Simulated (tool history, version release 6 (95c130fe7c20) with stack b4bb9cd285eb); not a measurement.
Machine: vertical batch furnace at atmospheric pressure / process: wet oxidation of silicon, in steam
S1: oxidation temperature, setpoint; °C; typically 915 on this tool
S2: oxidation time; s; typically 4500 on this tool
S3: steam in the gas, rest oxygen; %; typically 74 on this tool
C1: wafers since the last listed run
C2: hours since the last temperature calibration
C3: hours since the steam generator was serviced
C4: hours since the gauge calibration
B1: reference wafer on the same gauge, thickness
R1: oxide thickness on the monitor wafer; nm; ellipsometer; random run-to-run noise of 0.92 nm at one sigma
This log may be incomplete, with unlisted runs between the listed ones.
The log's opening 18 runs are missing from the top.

run	day	S1	S2	S3	C1	C2	C3	C4	B1	R1
19	22.604	915	4500	63	171	4910.1	38.7	34.2	249.8	217.19
20	23.317	897	6450	80	158	4927.2	55.8	51.3	249.74	288.54
21	23.917	897	6450	80	133	4941.6	70.2	65.7	250.14	288.49
22	25.492	915	5760	74	351	4979.4	108	103.5	250.2	298.24
23	26.058	900	5970	65	126	4993	121.6	117.1	250.06	238.02
24	26.858	915	4500	74	178	5012.2	140.8	136.3	250.05	246.75
# day 28.283: thermocouples replaced and temperature profile calibrated
25	28.304	915	4500	74	99	0.5	175.5	171	249.92	245.96
26	28.983	901	3720	80	151	16.8	191.8	187.3	249.77	194.46
27	29.6	924	5370	83	137	31.6	206.6	202.1	249.78	330.59
28	30.167	915	4500	74	126	45.2	220.2	215.7	250.11	245.2
29	31.458	915	5370	65	288	76.2	251.2	246.7	250.22	253.39
30	32.608	915	6120	69	256	103.8	278.8	274.3	250.11	293.94
31	33.279	915	4500	74	149	119.9	294.9	290.4	250.28	245.24
32	34.171	894	6240	70	198	141.3	316.3	311.8	250.08	240.61
33	34.825	915	4500	74	145	157	332	327.5	249.81	243.21
34	35.408	915	5160	74	130	171	346	341.5	249.91	271.83
35	36.333	915	4500	74	206	193.2	368.2	363.7	250.09	244.46
36	36.962	897	6450	80	140	208.3	383.3	378.8	249.74	283.99
37	37.621	927	2820	64	146	224.1	399.1	394.6	250.17	168.23
38	38.408	895	6300	64	175	243	418	413.5	249.96	230.07
39	39.662	923	5670	79	279	273.1	448.1	443.6	249.88	328.55

Branching from run 39: 3 alternative next runs. What would each branch give?
A	39.862	915	4500	74	44	277.9	452.9	448.4	?	?
B	39.862	915	4500	84	44	277.9	452.9	448.4	?	?
C	39.862	922	2280	82	44	277.9	452.9	448.4	?	?

run	B1	R1
A	250.51	242.57
B	250.51	267.39
C	250.51	164.32
What these runs would have given with no unlogged condition in the tool:
run	R1
A	250.32
B	275.78
C	169.84

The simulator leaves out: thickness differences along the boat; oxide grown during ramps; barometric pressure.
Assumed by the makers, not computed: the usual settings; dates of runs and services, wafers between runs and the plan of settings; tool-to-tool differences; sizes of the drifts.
